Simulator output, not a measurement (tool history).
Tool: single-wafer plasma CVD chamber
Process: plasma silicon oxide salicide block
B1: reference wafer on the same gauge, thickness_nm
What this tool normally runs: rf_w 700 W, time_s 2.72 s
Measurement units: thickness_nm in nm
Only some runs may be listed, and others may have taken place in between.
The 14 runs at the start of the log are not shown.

Run 15, hour 161: usual settings; B1 30.489. Result: thickness_nm 27.407 nm.
Run 16, hour 178: usual settings but rf_w 660 W; B1 30.49. Result: thickness_nm 26.957 nm.
At hour 187.8: RF generator calibrated.
Run 17, hour 190.8: usual settings but rf_w 810 W, time_s 2.56 s; B1 30.483. Result: thickness_nm 26.592 nm.
Run 18, hour 205.3: usual settings; B1 30.476. Result: thickness_nm 27.314 nm.
Run 19, hour 218.3: usual settings but rf_w 640 W, time_s 2.99 s; B1 30.466. Result: thickness_nm 29.409 nm.
At hour 237.7: showerhead replaced.
Run 20, hour 257.9: usual settings; B1 30.44. Result: thickness_nm 27.279 nm.
Run 21, hour 271.2: usual settings but rf_w 660 W, time_s 3.04 s; B1 30.438. Result: thickness_nm 30.079 nm.
Run 22, hour 280.2: usual settings; B1 30.43. Result: thickness_nm 27.217 nm.
Run 23, hour 301.4: usual settings but rf_w 625 W, time_s 2.22 s; B1 30.411. Result: thickness_nm 21.769 nm.
Run 24, hour 311.1: usual settings but rf_w 800 W, time_s 3.1 s; B1 30.409. Result: thickness_nm 31.98 nm.
Run 25, hour 328.9: usual settings but rf_w 570 W, time_s 3.02 s; B1 30.393. Result: thickness_nm 28.876 nm.
Run 26, hour 345.8: usual settings; B1 30.386. Result: thickness_nm 27.327 nm.
Run 27, hour 353.8: usual settings; B1 30.383. Result: thickness_nm 27.318 nm.
Run 28, hour 365.9: usual settings; B1 30.382. Result: thickness_nm 27.255 nm.
Run 29, hour 383.4: usual settings but rf_w 815 W; B1 30.362. Result: thickness_nm 28.104 nm.
Run 30, hour 392.8: usual settings but rf_w 840 W, time_s 2.86 s; B1 30.358. Result: thickness_nm 29.873 nm.
Run 31, hour 407.3: usual settings but time_s 2.41 s; B1 30.342. Result: thickness_nm 24.075 nm.
Run 32, hour 422.6: usual settings but time_s 3.21 s; B1 30.347. Result: thickness_nm 32.138 nm.
Run 33, hour 437.6: usual settings but time_s 2.28 s; B1 30.326. Result: thickness_nm 22.843 nm.

Predict each of these 4 candidate next runs independently; none follows another, all start after run 33:
Run A, hour 438: usual settings but time_s 2.31 s; B1 ?. Result: thickness_nm ?.
Run B, hour 438: usual settings but rf_w 830 W, time_s 2.94 s; B1 ?. Result: thickness_nm ?.
Run C, hour 438: usual settings but rf_w 770 W, time_s 2.23 s; B1 ?. Result: thickness_nm ?.
Run D, hour 438: usual settings but rf_w 825 W, time_s 3.02 s; B1 ?. Result: thickness_nm ?.

run      B1  thickness_nm
  A  30.336        23.079
  B  30.336        30.533
  C  30.336        22.763
  D  30.336         31.32
Stripped of hidden state, with their random variation kept, the same runs would have yielded:
run  thickness_nm
  A        23.208
  B        30.704
  C         22.89
  D        31.495
